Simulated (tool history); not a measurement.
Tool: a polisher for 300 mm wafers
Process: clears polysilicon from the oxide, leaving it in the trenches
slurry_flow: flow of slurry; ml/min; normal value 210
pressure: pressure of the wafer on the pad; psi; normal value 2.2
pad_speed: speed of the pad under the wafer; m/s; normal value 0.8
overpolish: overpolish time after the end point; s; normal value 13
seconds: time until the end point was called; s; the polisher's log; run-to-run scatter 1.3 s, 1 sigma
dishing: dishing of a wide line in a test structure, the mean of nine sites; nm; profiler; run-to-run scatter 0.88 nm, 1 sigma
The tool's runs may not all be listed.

run,hour,slurry_flow,pressure,pad_speed,overpolish,"incoming thickness of the incoming film, nm",seconds,dishing
1,0,210,2.2,0.8,13,709.8,84.2,41.2
# hour 4.4: worn pad replaced by a new one
2,57,260,2.2,0.8,13,711.8,80,41.2
3,124.1,260,2.2,0.8,13,712,80.2,40.4
# hour 136.9: worn pad replaced by a new one
4,150,210,2.2,0.8,7,710.6,83.9,33.3
5,217.2,210,2.2,0.8,7,710.1,85.4,33.8
# hour 248.1: head pressure recalibrated
# hour 273.4: worn pad replaced by a new one
6,279.1,210,2.2,0.8,7,722.1,90,32.6
7,321.8,210,1.7,0.8,13,732,117.6,36.2
8,363.5,250,1.5,0.94,6,715.2,107.6,26.9
# hour 365.2: slurry nozzle cleaned
# hour 389: worn pad replaced by a new one
9,434.4,210,2.2,0.8,13,716.4,83,41.6
10,473.1,210,2.5,0.8,13,716.3,73.8,40.2
11,499.7,245,1.8,0.6,8,704.8,128.6,27.1
# hour 538.4: worn pad replaced by a new one
12,554.8,165,2.5,0.8,13,706.6,74.5,41.6
13,597.8,245,1.8,0.8,10,722.6,103.8,35.1
14,666,255,2.2,0.8,13,705.2,78.7,40.9

Each row is a separate what-if for the run after 14, all from the same tool condition, not one after another. Results?
A,666.4,210,2.2,0.8,13,713.2,?,?
B,666.4,180,2.7,0.8,13,713.2,?,?
C,666.4,280,2.8,0.8,16,713.2,?,?
D,666.4,155,1.7,0.8,9,713.2,?,?
E,666.4,270,1.7,0.72,13,713.2,?,?

run,seconds,dishing
A,81.3,41.2
B,67.8,42.5
C,61.7,43.9
D,110.4,32.7
E,113.2,37.6
What these runs would have given with no unlogged condition in the tool:
run,seconds,dishing
A,80.3,41.3
B,66.8,42.6
C,61.1,43.9
D,108.6,32.9
E,112.1,37.7

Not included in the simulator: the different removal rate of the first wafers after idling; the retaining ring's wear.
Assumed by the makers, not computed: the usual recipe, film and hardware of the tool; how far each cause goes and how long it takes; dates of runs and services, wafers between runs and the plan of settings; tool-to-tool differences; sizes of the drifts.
